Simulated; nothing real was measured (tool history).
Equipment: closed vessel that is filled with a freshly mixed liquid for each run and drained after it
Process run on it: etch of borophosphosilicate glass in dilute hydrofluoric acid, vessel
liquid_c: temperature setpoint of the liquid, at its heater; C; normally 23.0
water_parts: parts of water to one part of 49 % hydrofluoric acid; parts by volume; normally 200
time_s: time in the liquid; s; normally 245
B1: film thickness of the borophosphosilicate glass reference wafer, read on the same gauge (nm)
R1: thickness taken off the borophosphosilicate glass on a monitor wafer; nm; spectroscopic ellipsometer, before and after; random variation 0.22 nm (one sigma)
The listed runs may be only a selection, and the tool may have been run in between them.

run 1 hour=0.0 | liquid_c=23.0 water_parts=200 time_s=245 | B1=110.02 | R1=30.47
run 2 hour=80.1 | liquid_c=23.0 water_parts=200 time_s=245 | B1=109.95 | R1=30.38
run 3 hour=108.5 | liquid_c=23.0 water_parts=200 time_s=245 | B1=110.04 | R1=30.20
run 4 hour=135.7 | liquid_c=23.0 water_parts=200 time_s=245 | B1=110.00 | R1=29.81
run 5 hour=161.4 | liquid_c=23.0 water_parts=200 time_s=245 | B1=110.02 | R1=29.73
-- hour=162.6 thermometer replaced
run 6 hour=177.1 | liquid_c=23.0 water_parts=200 time_s=245 | B1=110.00 | R1=29.93
run 7 hour=210.2 | liquid_c=23.0 water_parts=200 time_s=245 | B1=110.02 | R1=29.62
-- hour=238.6 gauge calibrated
run 8 hour=240.9 | liquid_c=18.0 water_parts=265 time_s=245 | B1=110.03 | R1=17.24
-- hour=251.7 hydrofluoric acid flow meter replaced
run 9 hour=270.8 | liquid_c=23.0 water_parts=110 time_s=380 | B1=110.01 | R1=97.52
run 10 hour=305.7 | liquid_c=23.0 water_parts=200 time_s=245 | B1=109.97 | R1=31.24
run 11 hour=319.0 | liquid_c=26.0 water_parts=225 time_s=295 | B1=110.00 | R1=36.56
run 12 hour=349.0 | liquid_c=23.0 water_parts=170 time_s=245 | B1=110.03 | R1=38.34
run 13 hour=373.7 | liquid_c=23.0 water_parts=200 time_s=245 | B1=109.99 | R1=30.69
run 14 hour=401.6 | liquid_c=21.5 water_parts=265 time_s=170 | B1=110.00 | R1=14.30
run 15 hour=433.2 | liquid_c=26.5 water_parts=285 time_s=310 | B1=110.02 | R1=28.23

How would selected steps in R1 from run to run divide? Give the signed amount a tool lacking its hidden state would still show from settings, what came in and random variation, and the signed amount left for the hidden state, including any gauge scatter that is not in both of the compared results.
The tool's hidden condition here consists of: liquid hotter than its thermometer reads (K); hydrofluoric acid flow below the setpoint (%); gauge reads high (%).
Run 8 -> 9: liquid_c 18.0 -> 23.0, water_parts 265 -> 110, time_s 245 -> 380, hydrofluoric acid flow meter replaced. R1 +80.28 nm: hidden state +0.73, all else +79.55.

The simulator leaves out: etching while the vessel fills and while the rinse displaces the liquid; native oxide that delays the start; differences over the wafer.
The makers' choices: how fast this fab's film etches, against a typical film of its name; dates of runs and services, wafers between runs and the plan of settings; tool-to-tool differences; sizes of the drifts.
